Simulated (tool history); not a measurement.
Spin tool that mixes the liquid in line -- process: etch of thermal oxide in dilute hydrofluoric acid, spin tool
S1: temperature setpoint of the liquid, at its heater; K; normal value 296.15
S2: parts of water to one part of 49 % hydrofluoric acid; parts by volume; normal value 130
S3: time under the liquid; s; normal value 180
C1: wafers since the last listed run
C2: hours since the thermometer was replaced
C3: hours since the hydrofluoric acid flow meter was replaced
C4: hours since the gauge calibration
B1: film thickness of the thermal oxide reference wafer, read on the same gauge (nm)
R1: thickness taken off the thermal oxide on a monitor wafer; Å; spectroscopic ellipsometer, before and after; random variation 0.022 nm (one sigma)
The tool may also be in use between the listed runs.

Run 1, hour 0.0: usual settings but S1 298.65 K; C1 0; C2 1964.3; C3 276.1; C4 101.9; B1 80.01. Result: R1 58.7 Å.
Run 2, hour 12.7: usual settings but S1 298.65 K; C1 69; C2 1977.0; C3 288.8; C4 114.6; B1 80.03. Result: R1 58.7 Å.
Run 3, hour 30.1: usual settings but S1 299.65 K; C1 94; C2 1994.4; C3 306.2; C4 132.0; B1 79.98. Result: R1 61.0 Å.
Run 4, hour 36.4: usual settings but S1 299.65 K; C1 34; C2 2000.7; C3 312.5; C4 138.3; B1 79.97. Result: R1 61.6 Å.
Run 5, hour 52.6: usual settings but S1 299.65 K; C1 88; C2 2016.9; C3 328.7; C4 154.5; B1 79.99. Result: R1 61.1 Å.
Run 6, hour 65.6: usual settings; C1 70; C2 2029.9; C3 341.7; C4 167.5; B1 80.00. Result: R1 53.3 Å.
Run 7, hour 80.9: usual settings; C1 83; C2 2045.2; C3 357.0; C4 182.8; B1 80.03. Result: R1 53.6 Å.
Run 8, hour 97.7: usual settings but S3 145 s; C1 91; C2 2062.0; C3 373.8; C4 199.6; B1 80.02. Result: R1 43.5 Å.
Run 9, hour 107.0: usual settings but S3 145 s; C1 50; C2 2071.3; C3 383.1; C4 208.9; B1 79.98. Result: R1 43.5 Å.
Run 10, hour 113.8: usual settings but S3 145 s; C1 37; C2 2078.1; C3 389.9; C4 215.7; B1 80.00. Result: R1 43.3 Å.
Run 11, hour 124.7: usual settings but S3 255 s; C1 59; C2 2089.0; C3 400.8; C4 226.6; B1 80.01. Result: R1 75.9 Å.
Run 12, hour 131.4: usual settings; C1 36; C2 2095.7; C3 407.5; C4 233.3; B1 79.97. Result: R1 53.4 Å.
Run 13, hour 138.2: usual settings; C1 37; C2 2102.5; C3 414.3; C4 240.1; B1 80.01. Result: R1 53.4 Å.
At hour 150.9: hydrofluoric acid flow meter replaced.
Run 14, hour 166.6: usual settings; C1 149; C2 2130.9; C3 15.7; C4 268.5; B1 79.99. Result: R1 51.3 Å.
Run 15, hour 179.2: usual settings; C1 68; C2 2143.5; C3 28.3; C4 281.1; B1 80.03. Result: R1 51.7 Å.
Run 16, hour 190.4: usual settings; C1 61; C2 2154.7; C3 39.5; C4 292.3; B1 80.01. Result: R1 51.4 Å.
Run 17, hour 197.4: usual settings; C1 38; C2 2161.7; C3 46.5; C4 299.3; B1 80.01. Result: R1 51.6 Å.
Run 18, hour 245.4: usual settings; C1 261; C2 2209.7; C3 94.5; C4 347.3; B1 79.94. Result: R1 51.7 Å.
At hour 247.6: thermometer replaced.
At hour 247.7: gauge calibrated.
Run 19, hour 260.8: usual settings but S3 235 s; C1 78; C2 13.2; C3 109.9; C4 13.1; B1 80.02. Result: R1 73.6 Å.
Run 20, hour 271.8: usual settings but S1 292.65 K, S2 165 parts by volume, S3 220 s; C1 59; C2 24.2; C3 120.9; C4 24.1; B1 80.01. Result: R1 45.9 Å.

Run 21, settings as shown, results not yet in. Your forecast:
Run 21, hour 282.7: usual settings but S1 298.15 K; C1 59; C2 35.1; C3 131.8; C4 35.0; B1 ?. Result: R1 ?.

Run 21 gave B1 80.07, R1 61.2 Å.
If the tool had no hidden condition, the same run with the same run-to-run variation would have returned R1 61.0 Å.

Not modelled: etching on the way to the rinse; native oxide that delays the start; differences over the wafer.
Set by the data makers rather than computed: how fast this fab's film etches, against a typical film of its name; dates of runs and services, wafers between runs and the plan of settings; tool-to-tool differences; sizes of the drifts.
